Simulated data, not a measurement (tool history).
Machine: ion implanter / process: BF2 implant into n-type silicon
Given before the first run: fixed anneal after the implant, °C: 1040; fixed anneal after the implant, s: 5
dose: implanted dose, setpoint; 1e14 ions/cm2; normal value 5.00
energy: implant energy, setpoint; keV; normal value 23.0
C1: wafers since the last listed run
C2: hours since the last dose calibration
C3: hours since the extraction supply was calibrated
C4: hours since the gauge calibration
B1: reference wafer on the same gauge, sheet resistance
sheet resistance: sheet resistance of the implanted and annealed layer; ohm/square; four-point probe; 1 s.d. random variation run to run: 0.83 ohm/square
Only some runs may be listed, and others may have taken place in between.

run 1 hour=0.0 | dose=3.90 energy=23.0 | C1=0 C2=247.0 C3=2184.1 C4=459.5 | B1=224.15 | sheet_resistance=321.63
run 2 hour=34.0 | dose=3.90 energy=23.0 | C1=319 C2=281.0 C3=2218.1 C4=493.5 | B1=224.61 | sheet_resistance=320.32
run 3 hour=122.0 | dose=3.90 energy=23.0 | C1=825 C2=369.0 C3=2306.1 C4=581.5 | B1=224.73 | sheet_resistance=321.19
run 4 hour=207.2 | dose=5.00 energy=28.5 | C1=799 C2=454.2 C3=2391.3 C4=666.7 | B1=225.36 | sheet_resistance=254.32
run 5 hour=227.9 | dose=5.00 energy=28.5 | C1=194 C2=474.9 C3=2412.0 C4=687.4 | B1=225.42 | sheet_resistance=255.23
run 6 hour=240.1 | dose=5.00 energy=28.5 | C1=114 C2=487.1 C3=2424.2 C4=699.6 | B1=225.31 | sheet_resistance=254.70
run 7 hour=263.1 | dose=3.81 energy=23.0 | C1=215 C2=510.1 C3=2447.2 C4=722.6 | B1=225.60 | sheet_resistance=328.41
run 8 hour=278.0 | dose=5.00 energy=23.0 | C1=139 C2=525.0 C3=2462.1 C4=737.5 | B1=225.72 | sheet_resistance=265.38
run 9 hour=303.3 | dose=5.00 energy=23.0 | C1=237 C2=550.3 C3=2487.4 C4=762.8 | B1=225.73 | sheet_resistance=263.90
run 10 hour=323.4 | dose=5.00 energy=23.0 | C1=188 C2=570.4 C3=2507.5 C4=782.9 | B1=226.02 | sheet_resistance=263.84
run 11 hour=341.3 | dose=5.00 energy=23.0 | C1=168 C2=588.3 C3=2525.4 C4=800.8 | B1=226.03 | sheet_resistance=265.14
run 12 hour=362.8 | dose=5.00 energy=23.0 | C1=201 C2=609.8 C3=2546.9 C4=822.3 | B1=226.34 | sheet_resistance=264.03
run 13 hour=387.0 | dose=5.00 energy=23.0 | C1=227 C2=634.0 C3=2571.1 C4=846.5 | B1=226.31 | sheet_resistance=264.41
-- hour=401.4 gauge calibrated
run 14 hour=411.1 | dose=5.00 energy=23.0 | C1=226 C2=658.1 C3=2595.2 C4=9.7 | B1=223.13 | sheet_resistance=260.47
run 15 hour=501.6 | dose=5.00 energy=23.0 | C1=849 C2=748.6 C3=2685.7 C4=100.2 | B1=223.11 | sheet_resistance=261.49
run 16 hour=530.3 | dose=5.00 energy=23.0 | C1=269 C2=777.3 C3=2714.4 C4=128.9 | B1=223.12 | sheet_resistance=261.48
run 17 hour=553.7 | dose=5.00 energy=23.0 | C1=219 C2=800.7 C3=2737.8 C4=152.3 | B1=222.91 | sheet_resistance=260.37
-- hour=567.6 extraction supply calibrated
run 18 hour=568.2 | dose=5.68 energy=19.0 | C1=61 C2=815.2 C3=0.6 C4=166.8 | B1=223.13 | sheet_resistance=250.18
run 19 hour=589.7 | dose=5.00 energy=23.0 | C1=201 C2=836.7 C3=22.1 C4=188.3 | B1=223.06 | sheet_resistance=260.89
run 20 hour=611.0 | dose=5.00 energy=23.0 | C1=199 C2=858.0 C3=43.4 C4=209.6 | B1=223.19 | sheet_resistance=260.02
run 21 hour=681.3 | dose=5.00 energy=23.0 | C1=659 C2=928.3 C3=113.7 C4=279.9 | B1=223.28 | sheet_resistance=261.42
run 22 hour=704.8 | dose=3.67 energy=18.0 | C1=220 C2=951.8 C3=137.2 C4=303.4 | B1=223.34 | sheet_resistance=345.99
run 23 hour=719.5 | dose=4.46 energy=23.0 | C1=137 C2=966.5 C3=151.9 C4=318.1 | B1=223.27 | sheet_resistance=284.95
run 24 hour=751.7 | dose=5.96 energy=19.5 | C1=302 C2=998.7 C3=184.1 C4=350.3 | B1=223.41 | sheet_resistance=239.92
run 25 hour=786.0 | dose=5.72 energy=21.0 | C1=321 C2=1033.0 C3=218.4 C4=384.6 | B1=223.60 | sheet_resistance=244.10
-- hour=797.5 Faraday cup replaced and dose calibrated
run 26 hour=799.4 | dose=4.51 energy=23.0 | C1=50 C2=1.9 C3=231.8 C4=398.0 | B1=223.54 | sheet_resistance=282.48
run 27 hour=827.6 | dose=5.48 energy=23.0 | C1=264 C2=30.1 C3=260.0 C4=426.2 | B1=223.79 | sheet_resistance=245.17
run 28 hour=843.7 | dose=4.62 energy=23.0 | C1=151 C2=46.2 C3=276.1 C4=442.3 | B1=223.75 | sheet_resistance=278.29
run 29 hour=873.4 | dose=4.43 energy=26.5 | C1=278 C2=75.9 C3=305.8 C4=472.0 | B1=223.98 | sheet_resistance=281.43
run 30 hour=888.1 | dose=4.07 energy=15.5 | C1=137 C2=90.6 C3=320.5 C4=486.7 | B1=223.98 | sheet_resistance=330.80
run 31 hour=920.0 | dose=5.79 energy=27.5 | C1=299 C2=122.5 C3=352.4 C4=518.6 | B1=224.09 | sheet_resistance=227.40
run 32 hour=951.9 | dose=6.50 energy=20.0 | C1=299 C2=154.4 C3=384.3 C4=550.5 | B1=224.23 | sheet_resistance=226.71
run 33 hour=984.1 | dose=5.00 energy=23.0 | C1=302 C2=186.6 C3=416.5 C4=582.7 | B1=224.44 | sheet_resistance=263.28
run 34 hour=1018.5 | dose=3.52 energy=19.5 | C1=322 C2=221.0 C3=450.9 C4=617.1 | B1=224.50 | sheet_resistance=355.50

A few steps of sheet resistance between consecutive runs. Split each: what settings, incoming material and random variation would produce without the hidden state, and what is left over for the hidden state, along with gauge scatter present in only one of the two compared results (measured, and without hidden state):
Hidden state at play: deviation of the true dose from the Faraday cup's reading, %; deviation of the true energy from its setpoint, %; gauge reads high (%).
Run 6 -> 7: dose 5.00 -> 3.81, energy 28.5 -> 23.0. sheet resistance +73.71 ohm/square: hidden state +0.99, all else +72.72.
Run 13 -> 14: gauge calibrated. sheet resistance -3.94 ohm/square: hidden state -3.92, all else -0.02.
Run 21 -> 22: dose 5.00 -> 3.67, energy 23.0 -> 18.0. sheet resistance +84.57 ohm/square: hidden state +0.21, all else +84.36.
Run 30 -> 31: dose 4.07 -> 5.79, energy 15.5 -> 27.5. sheet resistance -103.40 ohm/square: hidden state -0.31, all else -103.09.
Run 33 -> 34: dose 5.00 -> 3.52, energy 23.0 -> 19.5. sheet resistance +92.22 ohm/square: hidden state +0.81, all else +91.41.

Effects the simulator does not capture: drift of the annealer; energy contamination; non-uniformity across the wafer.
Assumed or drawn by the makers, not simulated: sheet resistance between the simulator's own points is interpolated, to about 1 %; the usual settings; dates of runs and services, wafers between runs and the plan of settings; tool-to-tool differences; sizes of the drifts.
